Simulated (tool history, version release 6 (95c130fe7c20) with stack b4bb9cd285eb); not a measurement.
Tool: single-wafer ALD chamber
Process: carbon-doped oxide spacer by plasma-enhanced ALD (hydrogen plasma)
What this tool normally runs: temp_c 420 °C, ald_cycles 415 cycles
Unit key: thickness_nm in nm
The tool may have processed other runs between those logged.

run     day  temp_c  ald_cycles  wafers since the last listed run  hours since the last thermocouple change  hours since the gauge calibration  read-back reference wafer on the same gauge, thickness_nm  thickness_nm
  1   0.000     420         367                                 0                                    1052.0                              531.2                                                     18.191        14.778
  2   0.783     420         367                                10                                    1070.8                              550.0                                                     18.209        14.865
      1.679  -- gauge calibrated
  3   1.904     420         367                                15                                    1097.7                                5.4                                                     18.199        14.816
  4   2.833     420         415                                12                                    1120.0                               27.7                                                     18.208        16.727
  5   3.988     420         415                                15                                    1147.7                               55.4                                                     18.207        16.776
  6   5.050     420         415                                14                                    1173.2                               80.9                                                     18.201        16.724
  7   5.788     420         415                                10                                    1190.9                               98.6                                                     18.216        16.811
  8   6.317     420         415                                 7                                    1203.6                              111.3                                                     18.207        16.752
  9   6.933     420         415                                 8                                    1218.4                              126.1                                                     18.190        16.764
 10   7.962     420         415                                13                                    1243.1                              150.8                                                     18.208        16.773
 11   8.958     420         415                                13                                    1267.0                              174.7                                                     18.187        16.778
 12   9.804     420         415                                11                                    1287.3                              195.0                                                     18.206        16.826
 13  11.017     420         415                                16                                    1316.4                              224.1                                                     18.219        16.777
 14  12.050     420         466                                14                                    1341.2                              248.9                                                     18.201        18.900
 15  13.446     425         415                                18                                    1374.7                              282.4                                                     18.203        16.576
 16  14.825     420         415                                18                                    1407.8                              315.5                                                     18.195        16.757
 17  15.679     420         415                                11                                    1428.3                              336.0                                                     18.200        16.883
 18  16.717     420         415                                14                                    1453.2                              360.9                                                     18.203        16.764
 19  17.512     420         376                                10                                    1472.3                              380.0                                                     18.191        15.251
 20  18.442     420         376                                12                                    1494.6                              402.3                                                     18.183        15.252
 21  19.583     411         369                                15                                    1522.0                              429.7                                                     18.184        15.328
 22  20.792     429         440                                16                                    1551.0                              458.7                                                     18.205        17.350
 23  21.429     429         336                                 8                                    1566.3                              474.0                                                     18.193        13.312
 24  21.946     413         374                                 7                                    1578.7                              486.4                                                     18.213        15.455
 25  23.138     405         393                                16                                    1607.3                              515.0                                                     18.205        16.628
 26  24.488     416         446                                18                                    1639.7                              547.4                                                     18.207        18.301
     27.021  -- gauge calibrated
 27  27.979     420         415                                47                                    1723.5                               23.0                                                     18.196        16.805
 28  28.554     420         415                                 7                                    1737.3                               36.8                                                     18.205        16.866
 29  29.842     420         415                                17                                    1768.2                               67.7                                                     18.207        16.859
     30.929  -- thermocouple changed; heater temperature recalibrated
 30  30.950     411         369                                10                                       0.5                               94.3                                                     18.190        15.123
 31  31.804     414         334                                11                                      21.0                              114.8                                                     18.187        13.567
 32  32.396     429         472                                 8                                      35.2                              129.0                                                     18.206        18.329
 33  33.583     433         450                                16                                      63.7                              157.5                                                     18.193        17.412
 34  34.683     408         415                                14                                      90.1                              183.9                                                     18.184        17.159
 35  35.729     420         415                                14                                     115.2                              209.0                                                     18.183        16.624
 36  36.412     420         415                                 9                                     131.6                              225.4                                                     18.188        16.613
 37  37.771     416         415                                18                                     164.2                              258.0                                                     18.200        16.832
 38  38.904     427         388                                15                                     191.4                              285.2                                                     18.205        15.274
 39  40.275     420         415                                18                                     224.3                              318.1                                                     18.202        16.640

The next listed run, before its measurement:
 40  41.383     420         338                                15                                     250.9                              344.7                                                          ?             ?

Logged for run 40: read-back reference wafer on the same gauge, thickness_nm 18.202, thickness_nm 13.576 nm.
With no hidden state in the tool, this same run would have given thickness_nm 13.497 nm.

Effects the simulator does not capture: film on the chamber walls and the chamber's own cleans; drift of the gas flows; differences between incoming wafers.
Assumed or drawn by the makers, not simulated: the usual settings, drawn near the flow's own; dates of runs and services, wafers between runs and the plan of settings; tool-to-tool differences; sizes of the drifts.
